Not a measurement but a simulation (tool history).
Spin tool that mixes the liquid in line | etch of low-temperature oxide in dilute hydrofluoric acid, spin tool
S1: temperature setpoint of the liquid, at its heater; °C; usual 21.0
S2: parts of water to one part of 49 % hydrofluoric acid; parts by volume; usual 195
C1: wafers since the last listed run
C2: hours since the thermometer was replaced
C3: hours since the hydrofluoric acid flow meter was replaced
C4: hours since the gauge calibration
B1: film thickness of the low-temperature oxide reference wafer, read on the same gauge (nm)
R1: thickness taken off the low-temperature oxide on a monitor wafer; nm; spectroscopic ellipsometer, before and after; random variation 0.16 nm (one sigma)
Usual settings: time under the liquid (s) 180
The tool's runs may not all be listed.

Run 1, day 0.000: usual settings but time under the liquid (s) 225; C1 0; C2 2198.7; C3 541.6; C4 2506.0; B1 150.00. Result: R1 21.16 nm.
At day 0.129: hydrofluoric acid flow meter replaced.
Run 2, day 1.471: usual settings but time under the liquid (s) 225; C1 181; C2 2234.0; C3 32.2; C4 2541.3; B1 149.97. Result: R1 22.27 nm.
Run 3, day 2.717: usual settings but S2 260 parts by volume, time under the liquid (s) 205; C1 158; C2 2263.9; C3 62.1; C4 2571.2; B1 150.07. Result: R1 14.40 nm.
Run 4, day 4.058: usual settings but S2 260 parts by volume, time under the liquid (s) 205; C1 170; C2 2296.1; C3 94.3; C4 2603.4; B1 150.03. Result: R1 14.26 nm.
Run 5, day 6.112: usual settings but S2 150 parts by volume; C1 260; C2 2345.4; C3 143.6; C4 2652.7; B1 150.03. Result: R1 24.28 nm.
Run 6, day 8.075: usual settings but time under the liquid (s) 235; C1 249; C2 2392.5; C3 190.7; C4 2699.8; B1 150.00. Result: R1 23.14 nm.
At day 9.250: gauge calibrated.
Run 7, day 10.133: usual settings; C1 261; C2 2441.9; C3 240.1; C4 21.2; B1 149.99. Result: R1 17.78 nm.
Run 8, day 12.458: usual settings; C1 295; C2 2497.7; C3 295.9; C4 77.0; B1 150.01. Result: R1 17.52 nm.
Run 9, day 13.538: usual settings but S2 235 parts by volume, time under the liquid (s) 140; C1 137; C2 2523.6; C3 321.8; C4 102.9; B1 150.01. Result: R1 10.76 nm.
Run 10, day 15.083: usual settings; C1 196; C2 2560.7; C3 358.9; C4 140.0; B1 150.04. Result: R1 17.21 nm.
Run 11, day 17.638: usual settings but S1 25.0 °C, S2 150 parts by volume, time under the liquid (s) 105; C1 324; C2 2622.0; C3 420.2; C4 201.3; B1 149.98. Result: R1 15.85 nm.
Run 12, day 19.596: usual settings but S2 165 parts by volume, time under the liquid (s) 130; C1 248; C2 2669.0; C3 467.2; C4 248.3; B1 149.95. Result: R1 15.05 nm.
Run 13, day 21.871: usual settings but S1 25.5 °C, S2 135 parts by volume, time under the liquid (s) 105; C1 288; C2 2723.6; C3 521.8; C4 302.9; B1 149.98. Result: R1 18.34 nm.
At day 22.792: thermometer replaced.
Run 14, day 23.004: usual settings; C1 138; C2 5.1; C3 549.0; C4 330.1; B1 150.00. Result: R1 15.74 nm.
Run 15, day 25.304: usual settings but S1 18.5 °C, S2 245 parts by volume, time under the liquid (s) 230; C1 291; C2 60.3; C3 604.2; C4 385.3; B1 150.02. Result: R1 13.66 nm.
Run 16, day 27.500: usual settings but S1 23.5 °C, S2 110 parts by volume, time under the liquid (s) 120; C1 278; C2 113.0; C3 656.9; C4 438.0; B1 150.04. Result: R1 22.34 nm.
At day 28.283: hydrofluoric acid flow meter replaced.
Run 17, day 30.275: usual settings but S1 26.0 °C, S2 255 parts by volume; C1 347; C2 179.6; C3 47.8; C4 504.6; B1 149.98. Result: R1 14.94 nm.
Run 18, day 32.033: usual settings; C1 223; C2 221.8; C3 90.0; C4 546.8; B1 150.00. Result: R1 17.23 nm.
Run 19, day 33.825: usual settings but S1 17.0 °C, S2 115 parts by volume; C1 227; C2 264.8; C3 133.0; C4 589.8; B1 150.04. Result: R1 26.41 nm.
Run 20, day 36.267: usual settings but S1 18.5 °C, S2 95 parts by volume, time under the liquid (s) 280; C1 309; C2 323.4; C3 191.6; C4 648.4; B1 149.98. Result: R1 54.18 nm.
Run 21, day 38.417: usual settings; C1 272; C2 375.0; C3 243.2; C4 700.0; B1 150.07. Result: R1 16.35 nm.
Run 22, day 39.638: usual settings but S1 25.5 °C, S2 135 parts by volume, time under the liquid (s) 105; C1 154; C2 404.3; C3 272.5; C4 729.3; B1 149.94. Result: R1 17.99 nm.
Run 23, day 42.417: usual settings; C1 352; C2 471.0; C3 339.2; C4 796.0; B1 150.02. Result: R1 16.31 nm.
Run 24, day 43.688: usual settings; C1 161; C2 501.5; C3 369.7; C4 826.5; B1 150.05. Result: R1 16.53 nm.
Run 25, day 46.083: usual settings but S2 275 parts by volume, time under the liquid (s) 280; C1 304; C2 559.0; C3 427.2; C4 884.0; B1 150.07. Result: R1 16.91 nm.
Run 26, day 49.071: usual settings but S1 23.0 °C, S2 115 parts by volume, time under the liquid (s) 215; C1 379; C2 630.7; C3 498.9; C4 955.7; B1 150.02. Result: R1 39.10 nm.
At day 53.733: hydrofluoric acid flow meter replaced.
Run 27, day 56.450: usual settings; C1 931; C2 807.8; C3 65.2; C4 1132.8; B1 149.97. Result: R1 17.45 nm.
Run 28, day 57.929: usual settings but S1 25.5 °C, S2 135 parts by volume, time under the liquid (s) 105; C1 187; C2 843.3; C3 100.7; C4 1168.3; B1 150.02. Result: R1 18.78 nm.
Run 29, day 59.596: usual settings; C1 211; C2 883.3; C3 140.7; C4 1208.3; B1 150.00. Result: R1 17.39 nm.
Run 30, day 61.025: usual settings but S1 25.5 °C, S2 245 parts by volume, time under the liquid (s) 215; C1 181; C2 917.6; C3 175.0; C4 1242.6; B1 149.97. Result: R1 18.24 nm.
Run 31, day 63.279: usual settings but S1 17.0 °C, S2 150 parts by volume, time under the liquid (s) 215; C1 286; C2 971.7; C3 229.1; C4 1296.7; B1 150.03. Result: R1 23.98 nm.

The same runs without the tool's hidden state, with the same run-to-run variation:
The hidden state here: liquid hotter than its thermometer reads (K); hydrofluoric acid flow below the setpoint (%); gauge reads high (%).
run     R1
  1  21.57
  2  21.32
  3  13.88
  4  13.81
  5  23.48
  6  22.58
  7  17.46
  8  17.33
  9  10.71
 10  17.15
 11  15.92
 12  15.17
 13  18.62
 14  17.35
 15  15.19
 16  24.81
 17  15.07
 18  17.44
 19  26.82
 20  55.34
 21  16.86
 22  18.60
 23  17.02
 24  17.31
 25  17.91
 26  41.41
 27  17.25
 28  18.64
 29  17.34
 30  18.32
 31  24.10
